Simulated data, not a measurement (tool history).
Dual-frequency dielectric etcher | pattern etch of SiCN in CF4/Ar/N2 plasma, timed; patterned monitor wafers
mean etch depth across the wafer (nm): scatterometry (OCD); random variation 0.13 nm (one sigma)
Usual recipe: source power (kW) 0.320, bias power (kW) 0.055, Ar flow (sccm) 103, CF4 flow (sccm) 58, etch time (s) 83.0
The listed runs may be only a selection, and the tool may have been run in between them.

run,hour,source power (kW),bias power (kW),Ar flow (sccm),CF4 flow (sccm),etch time (s),wafers since the last listed run,hours since the last wet clean,hours since the last source power generator calibration,hours since the last bias power generator calibration,hours since the last Ar flow controller change,hours since the last CF4 flow controller change,hours since the last upper electrode change,hours since the gauge calibration,"read-back reference wafer on the same gauge, depth_nm",mean etch depth across the wafer (nm)
1,0.0,0.320,0.055,103,58,83.0,0,151.5,4679.6,3110.4,2159.7,3992.8,3638.0,483.6,59.00,53.27
2,65.2,0.320,0.055,103,58,83.0,988,216.7,4744.8,3175.6,2224.9,4058.0,3703.2,548.8,59.00,53.41
3,109.3,0.320,0.055,103,58,83.0,668,260.8,4788.9,3219.7,2269.0,4102.1,3747.3,592.9,59.02,53.55
# hour 120.0: gauge calibrated
4,165.3,0.320,0.055,103,58,90.0,849,316.8,4844.9,3275.7,2325.0,4158.1,3803.3,45.3,59.02,58.13
5,233.1,0.320,0.055,103,58,90.0,1028,384.6,4912.7,3343.5,2392.8,4225.9,3871.1,113.1,59.01,57.92
6,288.2,0.320,0.055,103,58,90.0,835,439.7,4967.8,3398.6,2447.9,4281.0,3926.2,168.2,59.01,57.86
# hour 329.0: upper electrode replaced
7,330.3,0.320,0.055,103,58,83.0,274,481.8,5009.9,3440.7,2490.0,4323.1,1.3,210.3,58.97,53.69
# hour 365.0: bias power generator calibrated
8,366.6,0.320,0.055,103,58,83.0,489,518.1,5046.2,1.6,2526.3,4359.4,37.6,246.6,59.00,53.63
# hour 445.9: wet clean of the chamber
9,446.4,0.320,0.055,103,58,83.0,846,0.5,5126.0,81.4,2606.1,4439.2,117.4,326.4,58.95,53.55
10,480.6,0.270,0.060,103,58,106.0,518,34.7,5160.2,115.6,2640.3,4473.4,151.6,360.6,58.96,61.28
11,535.7,0.320,0.055,103,58,90.0,835,89.8,5215.3,170.7,2695.4,4528.5,206.7,415.7,58.98,58.27
12,606.4,0.320,0.055,103,49,83.0,1072,160.5,5286.0,241.4,2766.1,4599.2,277.4,486.4,59.01,51.89
# hour 619.2: gauge calibrated
13,635.0,0.370,0.055,81,64,83.0,433,189.1,5314.6,270.0,2794.7,4627.8,306.0,15.8,59.00,64.39
# hour 670.6: CF4 flow controller replaced
# hour 698.3: source power generator calibrated
# hour 702.1: Ar flow controller replaced
14,702.6,0.320,0.055,103,58,83.0,816,256.7,4.3,337.6,0.5,32.0,373.6,83.4,59.02,54.90
15,862.7,0.320,0.055,92,58,83.0,2427,416.8,164.4,497.7,160.6,192.1,533.7,243.5,58.97,55.83
16,931.7,0.320,0.063,103,58,83.0,1046,485.8,233.4,566.7,229.6,261.1,602.7,312.5,59.01,58.29
# hour 949.9: source power generator calibrated, repeated, since the last time left the tool worse
17,985.2,0.320,0.055,103,58,90.0,750,539.3,35.3,620.2,283.1,314.6,656.2,366.0,59.01,56.59
# hour 1037.2: wet clean of the chamber
18,1048.5,0.320,0.063,103,58,83.0,595,11.3,98.6,683.5,346.4,377.9,719.5,429.3,59.01,54.97
19,1082.7,0.290,0.044,103,58,83.0,518,45.5,132.8,717.7,380.6,412.1,753.7,463.5,59.01,43.21

For each entry between runs, how does the tool's hidden state at the last listed run before it compare with that at the first listed run after it?
Logged between run 3 and run 4: gauge calibrated (hour 120.0)
  source power that arrives over what is set, %: 2.82 -> 2.88
  measured result minus the result with no hidden state, mean etch depth across the wafer (nm): +1.28 -> +1.42
Logged between run 6 and run 7: upper electrode replaced (hour 329.0)
  source power that arrives over what is set, %: 3.04 -> 3.09
  measured result minus the result with no hidden state, mean etch depth across the wafer (nm): +1.49 -> +1.41
Logged between run 7 and run 8: bias power generator calibrated (hour 365.0)
  source power that arrives over what is set, %: 3.09 -> 3.14
  measured result minus the result with no hidden state, mean etch depth across the wafer (nm): +1.41 -> +1.42
Logged between run 8 and run 9: wet clean of the chamber (hour 445.9)
  source power that arrives over what is set, %: 3.14 -> 3.24
  measured result minus the result with no hidden state, mean etch depth across the wafer (nm): +1.42 -> +1.47
Logged between run 12 and run 13: gauge calibrated (hour 619.2)
  source power that arrives over what is set, %: 3.45 -> 3.49
  measured result minus the result with no hidden state, mean etch depth across the wafer (nm): +1.50 -> +1.91
Logged between run 13 and run 14: CF4 flow controller replaced (hour 670.6); source power generator calibrated (hour 698.3); Ar flow controller replaced (hour 702.1)
  source power that arrives over what is set, %: 3.49 -> 6.49
  measured result minus the result with no hidden state, mean etch depth across the wafer (nm): +1.91 -> +2.93
Logged between run 16 and run 17: source power generator calibrated, repeated, since the last time left the tool worse (hour 949.9)
  source power that arrives over what is set, %: 6.5 -> -0.251
  measured result minus the result with no hidden state, mean etch depth across the wafer (nm): +3.10 -> -0.13
Logged between run 17 and run 18: wet clean of the chamber (hour 1037.2)
  source power that arrives over what is set, %: -0.251 -> -0.25
  measured result minus the result with no hidden state, mean etch depth across the wafer (nm): -0.13 -> -0.12
